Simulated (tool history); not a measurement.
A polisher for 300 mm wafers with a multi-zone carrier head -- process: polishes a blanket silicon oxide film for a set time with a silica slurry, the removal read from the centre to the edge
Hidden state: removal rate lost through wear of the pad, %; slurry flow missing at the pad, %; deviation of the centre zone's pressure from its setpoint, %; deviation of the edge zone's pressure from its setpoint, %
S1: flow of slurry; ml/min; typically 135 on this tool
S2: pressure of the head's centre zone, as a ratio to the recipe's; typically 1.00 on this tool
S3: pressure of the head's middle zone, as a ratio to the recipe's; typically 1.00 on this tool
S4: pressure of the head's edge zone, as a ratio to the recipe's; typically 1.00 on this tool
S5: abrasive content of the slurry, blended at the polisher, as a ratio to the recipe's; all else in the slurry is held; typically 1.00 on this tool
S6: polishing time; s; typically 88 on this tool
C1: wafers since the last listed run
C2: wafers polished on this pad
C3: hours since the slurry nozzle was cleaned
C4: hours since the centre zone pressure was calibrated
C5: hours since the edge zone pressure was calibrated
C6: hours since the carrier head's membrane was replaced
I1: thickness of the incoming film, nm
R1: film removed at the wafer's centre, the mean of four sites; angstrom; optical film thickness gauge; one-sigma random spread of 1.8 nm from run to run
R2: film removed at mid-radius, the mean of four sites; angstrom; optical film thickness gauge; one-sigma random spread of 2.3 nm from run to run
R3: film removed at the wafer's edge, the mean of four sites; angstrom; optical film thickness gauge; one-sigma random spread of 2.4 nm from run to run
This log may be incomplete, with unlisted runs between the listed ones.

| run | hour | S1 | S2 | S3 | S4 | S5 | S6 | C1 | C2 | C3 | C4 | C5 | C6 | I1 | R1 | R2 | R3 |
|---|---|---|---|---|---|---|---|---|---|---|---|---|---|---|---|---|---|
| 1 | 0.0 | 135 | 1.00 | 1.00 | 1.00 | 1.00 | 88 | 0 | 3332 | 631.5 | 326.2 | 121.7 | 1830.6 | 1798.3 | 2737 | 2736 | 2777 |
|  | 25.1 | slurry nozzle cleaned |
| 2 | 49.0 | 160 | 1.00 | 1.00 | 1.00 | 1.00 | 88 | 363 | 3695 | 23.9 | 375.2 | 170.7 | 1879.6 | 1810.2 | 3004 | 2941 | 2944 |
|  | 92.9 | worn pad replaced by a new one |
| 3 | 107.5 | 135 | 1.00 | 1.00 | 1.00 | 1.00 | 88 | 413 | 111 | 82.4 | 433.7 | 229.2 | 1938.1 | 1809.6 | 2887 | 2838 | 2893 |
|  | 142.5 | carrier head's membrane replaced by a new one |
| 4 | 157.0 | 155 | 1.00 | 1.00 | 0.93 | 1.00 | 88 | 337 | 448 | 131.9 | 483.2 | 278.7 | 14.5 | 1802.3 | 2974 | 2884 | 2852 |
| 5 | 197.1 | 135 | 1.00 | 1.00 | 1.00 | 1.00 | 88 | 303 | 752 | 172.0 | 523.3 | 318.8 | 54.6 | 1797.4 | 2872 | 2831 | 2834 |
| 6 | 301.5 | 135 | 1.00 | 1.00 | 1.11 | 1.00 | 88 | 791 | 1543 | 276.4 | 627.7 | 423.2 | 159.0 | 1832.8 | 2825 | 2817 | 3017 |
| 7 | 353.4 | 155 | 1.00 | 1.09 | 1.00 | 1.00 | 73 | 393 | 1936 | 328.3 | 679.6 | 475.1 | 210.9 | 1847.6 | 2430 | 2594 | 2399 |
| 8 | 420.2 | 135 | 1.00 | 1.00 | 0.94 | 1.00 | 88 | 506 | 2442 | 395.1 | 746.4 | 541.9 | 277.7 | 1826.1 | 2858 | 2776 | 2751 |
| 9 | 472.3 | 115 | 1.00 | 1.00 | 1.00 | 1.15 | 119 | 394 | 2837 | 447.2 | 798.5 | 594.0 | 329.8 | 1805.9 | 3759 | 3831 | 3944 |
|  | 526.7 | centre zone pressure recalibrated |
| 10 | 545.2 | 115 | 1.00 | 0.94 | 1.00 | 0.75 | 88 | 537 | 3375 | 520.1 | 18.5 | 666.9 | 402.7 | 1837.3 | 2355 | 2209 | 2443 |
| 11 | 591.8 | 135 | 1.00 | 1.00 | 1.00 | 1.00 | 88 | 353 | 3728 | 566.7 | 65.1 | 713.5 | 449.3 | 1843.3 | 2757 | 2776 | 2819 |
| 12 | 661.6 | 135 | 1.00 | 1.00 | 1.00 | 1.00 | 102 | 528 | 4257 | 636.5 | 134.9 | 783.3 | 519.1 | 1816.9 | 3128 | 3132 | 3248 |
|  | 671.1 | slurry nozzle cleaned |
|  | 693.1 | worn pad replaced by a new one |
| 13 | 743.1 | 135 | 1.00 | 1.00 | 1.00 | 1.00 | 88 | 579 | 379 | 72.0 | 216.4 | 864.8 | 600.6 | 1815.9 | 2895 | 2878 | 2891 |
|  | 817.0 | edge zone pressure recalibrated |
| 14 | 836.9 | 135 | 1.00 | 1.00 | 1.00 | 1.00 | 88 | 695 | 1074 | 165.8 | 310.2 | 19.9 | 694.4 | 1802.6 | 2850 | 2826 | 2903 |
| 15 | 931.8 | 135 | 1.00 | 1.00 | 1.09 | 1.00 | 88 | 719 | 1793 | 260.7 | 405.1 | 114.8 | 789.3 | 1803.3 | 2848 | 2797 | 2985 |
| 16 | 994.2 | 115 | 1.00 | 1.00 | 1.00 | 0.85 | 88 | 472 | 2266 | 323.1 | 467.5 | 177.2 | 851.7 | 1810.9 | 2535 | 2537 | 2595 |
| 17 | 1047.5 | 135 | 1.00 | 1.00 | 1.00 | 1.00 | 77 | 403 | 2670 | 376.4 | 520.8 | 230.5 | 905.0 | 1826.5 | 2458 | 2444 | 2508 |
| 18 | 1141.4 | 100 | 1.00 | 1.00 | 0.96 | 1.20 | 88 | 711 | 3382 | 470.3 | 614.7 | 324.4 | 998.9 | 1787.4 | 2688 | 2654 | 2796 |
|  | 1220.3 | slurry nozzle cleaned |
| 19 | 1237.5 | 135 | 1.10 | 1.00 | 1.00 | 1.00 | 59 | 720 | 4103 | 17.2 | 710.8 | 420.5 | 1095.0 | 1807.2 | 2086 | 1933 | 1962 |
| 20 | 1316.5 | 135 | 1.00 | 1.00 | 1.00 | 1.00 | 88 | 598 | 4701 | 96.2 | 789.8 | 499.5 | 1174.0 | 1843.2 | 2859 | 2845 | 2845 |
|  | 1367.8 | centre zone pressure recalibrated |
| 21 | 1382.9 | 115 | 1.09 | 1.00 | 0.92 | 1.15 | 88 | 488 | 5189 | 162.6 | 15.1 | 565.9 | 1240.4 | 1814.1 | 3074 | 2911 | 2837 |
|  | 1399.4 | worn pad replaced by a new one |
| 22 | 1521.1 | 135 | 1.00 | 1.12 | 1.00 | 0.70 | 88 | 1017 | 922 | 300.8 | 153.3 | 704.1 | 1378.6 | 1782.9 | 2453 | 2719 | 2501 |

The tool's hidden state at each run:
removal rate lost through wear of the pad, %: 0 on each run
deviation of the centre zone's pressure from its setpoint, %: 0 on each run
deviation of the edge zone's pressure from its setpoint, %: 0 on each run
H1: slurry flow missing at the pad, %
| run | H1 |
|---|---|
| 1 | 18.3 |
| 2 | 0.724 |
| 3 | 1 |
| 4 | 1.47 |
| 5 | 2.01 |
| 6 | 4.08 |
| 7 | 5.48 |
| 8 | 7.62 |
| 9 | 9.56 |
| 10 | 12.7 |
| 11 | 14.9 |
| 12 | 18.7 |
| 13 | 1.82 |
| 14 | 2.81 |
| 15 | 4.6 |
| 16 | 6.22 |
| 17 | 7.87 |
| 18 | 11.4 |
| 19 | 1.39 |
| 20 | 1.79 |
| 21 | 2.55 |
| 22 | 5.39 |
